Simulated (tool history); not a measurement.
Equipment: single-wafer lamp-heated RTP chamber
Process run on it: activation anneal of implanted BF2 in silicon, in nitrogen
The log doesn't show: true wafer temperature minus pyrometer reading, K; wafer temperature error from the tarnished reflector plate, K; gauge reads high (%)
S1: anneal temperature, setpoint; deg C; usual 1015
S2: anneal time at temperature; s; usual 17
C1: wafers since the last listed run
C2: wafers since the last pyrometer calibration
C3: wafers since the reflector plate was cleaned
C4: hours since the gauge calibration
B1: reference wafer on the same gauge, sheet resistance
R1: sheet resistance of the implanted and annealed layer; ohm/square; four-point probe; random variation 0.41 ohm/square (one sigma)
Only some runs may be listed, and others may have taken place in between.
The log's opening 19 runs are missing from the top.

run 20 day=48.658 | S1=1031 S2=11 | C1=1021 C2=9520 C3=8185 C4=1406.9 | B1=134.08 | R1=141.55
-- day=49.100 pyrometer window cleaned and pyrometer calibrated
run 21 day=50.075 | S1=1015 S2=17 | C1=629 C2=565 C3=8814 C4=1440.9 | B1=133.93 | R1=150.10
-- day=51.829 reflector plate cleaned
run 22 day=52.204 | S1=1023 S2=21 | C1=1042 C2=1608 C3=216 C4=1492.0 | B1=133.94 | R1=137.19
run 23 day=54.733 | S1=988 S2=22 | C1=1468 C2=3077 C3=1685 C4=1552.7 | B1=134.11 | R1=178.09
run 24 day=57.208 | S1=1006 S2=11 | C1=1437 C2=4514 C3=3122 C4=1612.1 | B1=134.20 | R1=170.68
run 25 day=60.033 | S1=1024 S2=12 | C1=1640 C2=6155 C3=4763 C4=1679.9 | B1=134.09 | R1=147.89
run 26 day=62.988 | S1=1007 S2=9 | C1=1715 C2=7870 C3=6479 C4=1750.8 | B1=134.01 | R1=171.57
run 27 day=65.042 | S1=1033 S2=17 | C1=1192 C2=9063 C3=7672 C4=1800.1 | B1=133.97 | R1=130.03
run 28 day=66.558 | S1=1024 S2=25 | C1=880 C2=9944 C3=8552 C4=1836.5 | B1=133.92 | R1=128.10
-- day=67.596 pyrometer window cleaned and pyrometer calibrated
-- day=68.225 gauge calibrated
run 29 day=69.521 | S1=1003 S2=22 | C1=1526 C2=1117 C3=10079 C4=31.1 | B1=133.88 | R1=159.01
run 30 day=70.996 | S1=1039 S2=9 | C1=856 C2=1974 C3=10936 C4=66.5 | B1=133.88 | R1=141.46
-- day=71.417 reflector plate cleaned
run 31 day=73.346 | S1=1025 S2=13 | C1=1171 C2=3145 C3=1121 C4=122.9 | B1=133.97 | R1=145.85
run 32 day=75.183 | S1=988 S2=24 | C1=1067 C2=4212 C3=2188 C4=167.0 | B1=133.86 | R1=174.58
run 33 day=77.975 | S1=1015 S2=17 | C1=1621 C2=5833 C3=3809 C4=234.0 | B1=134.03 | R1=149.25
run 34 day=79.375 | S1=1015 S2=17 | C1=813 C2=6646 C3=4622 C4=267.6 | B1=134.12 | R1=149.25
-- day=88.000 reflector plate cleaned
run 35 day=88.238 | S1=1015 S2=17 | C1=4953 C2=11600 C3=137 C4=480.3 | B1=134.00 | R1=144.80
-- day=89.325 pyrometer window cleaned and pyrometer calibrated
run 36 day=89.346 | S1=1015 S2=17 | C1=450 C2=10 C3=588 C4=506.9 | B1=134.15 | R1=150.26
run 37 day=90.496 | S1=1015 S2=17 | C1=667 C2=678 C3=1255 C4=534.5 | B1=134.08 | R1=150.37

Forecast each of these 3 alternatives for the next run:
run A day=90.512 | S1=1015 S2=17 | C1=9 C2=688 C3=1265 C4=534.9 | B1=? | R1=?
run B day=90.512 | S1=1034 S2=17 | C1=9 C2=688 C3=1265 C4=534.9 | B1=? | R1=?
run C day=90.512 | S1=995 S2=27 | C1=9 C2=688 C3=1265 C4=534.9 | B1=? | R1=?

run=A B1=134.03 R1=151.44
run=B B1=134.03 R1=132.23
run=C B1=134.03 R1=164.40
Without the tool's hidden state the same runs would have given:
run=A R1=151.69
run=B R1=132.44
run=C R1=164.71
